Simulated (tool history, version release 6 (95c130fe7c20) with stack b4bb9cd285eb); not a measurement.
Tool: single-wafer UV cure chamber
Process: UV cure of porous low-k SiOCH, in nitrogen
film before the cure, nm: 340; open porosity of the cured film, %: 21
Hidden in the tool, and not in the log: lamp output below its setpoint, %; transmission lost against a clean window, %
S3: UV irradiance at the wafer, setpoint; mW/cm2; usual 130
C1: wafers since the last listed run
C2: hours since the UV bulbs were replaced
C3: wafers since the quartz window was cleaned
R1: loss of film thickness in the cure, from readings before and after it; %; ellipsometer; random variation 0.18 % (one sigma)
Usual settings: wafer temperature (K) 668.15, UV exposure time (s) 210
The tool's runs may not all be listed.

run 1 hour=0 | wafer_temperature_(K)=668.15 UV_exposure_time_(s)=210 S3=130 | C1=0 C2=1909.9 C3=1732 | R1=11.296
-- hour=8 quartz window cleaned
run 2 hour=41.2 | wafer_temperature_(K)=668.15 UV_exposure_time_(s)=210 S3=130 | C1=504 C2=1951.1 C3=504 | R1=11.55
run 3 hour=100 | wafer_temperature_(K)=668.15 UV_exposure_time_(s)=210 S3=130 | C1=893 C2=2009.9 C3=1398 | R1=11.077
-- hour=142.3 quartz window cleaned
run 4 hour=148 | wafer_temperature_(K)=653.15 UV_exposure_time_(s)=210 S3=130 | C1=608 C2=2057.9 C3=86 | R1=10.764
run 5 hour=177 | wafer_temperature_(K)=668.15 UV_exposure_time_(s)=185 S3=99 | C1=440 C2=2086.9 C3=526 | R1=9.375
-- hour=221.9 UV bulbs replaced
run 6 hour=222.4 | wafer_temperature_(K)=668.15 UV_exposure_time_(s)=185 S3=99 | C1=568 C2=0.5 C3=1095 | R1=11.456
run 7 hour=254 | wafer_temperature_(K)=668.15 UV_exposure_time_(s)=185 S3=99 | C1=480 C2=32.1 C3=1575 | R1=11.813
run 8 hour=282.3 | wafer_temperature_(K)=672.15 UV_exposure_time_(s)=210 S3=130 | C1=430 C2=60.4 C3=2006 | R1=13.368

Run 9 comes next. What will it give?
-- hour=298.8 quartz window cleaned
run 9 hour=342.1 | wafer_temperature_(K)=668.15 UV_exposure_time_(s)=210 S3=130 | C1=787 C2=120.2 C3=658 | R1=?

{"run 9": {"R1": 13.242}}
Without the tool's hidden state the same run would have given R1 13.488 %.

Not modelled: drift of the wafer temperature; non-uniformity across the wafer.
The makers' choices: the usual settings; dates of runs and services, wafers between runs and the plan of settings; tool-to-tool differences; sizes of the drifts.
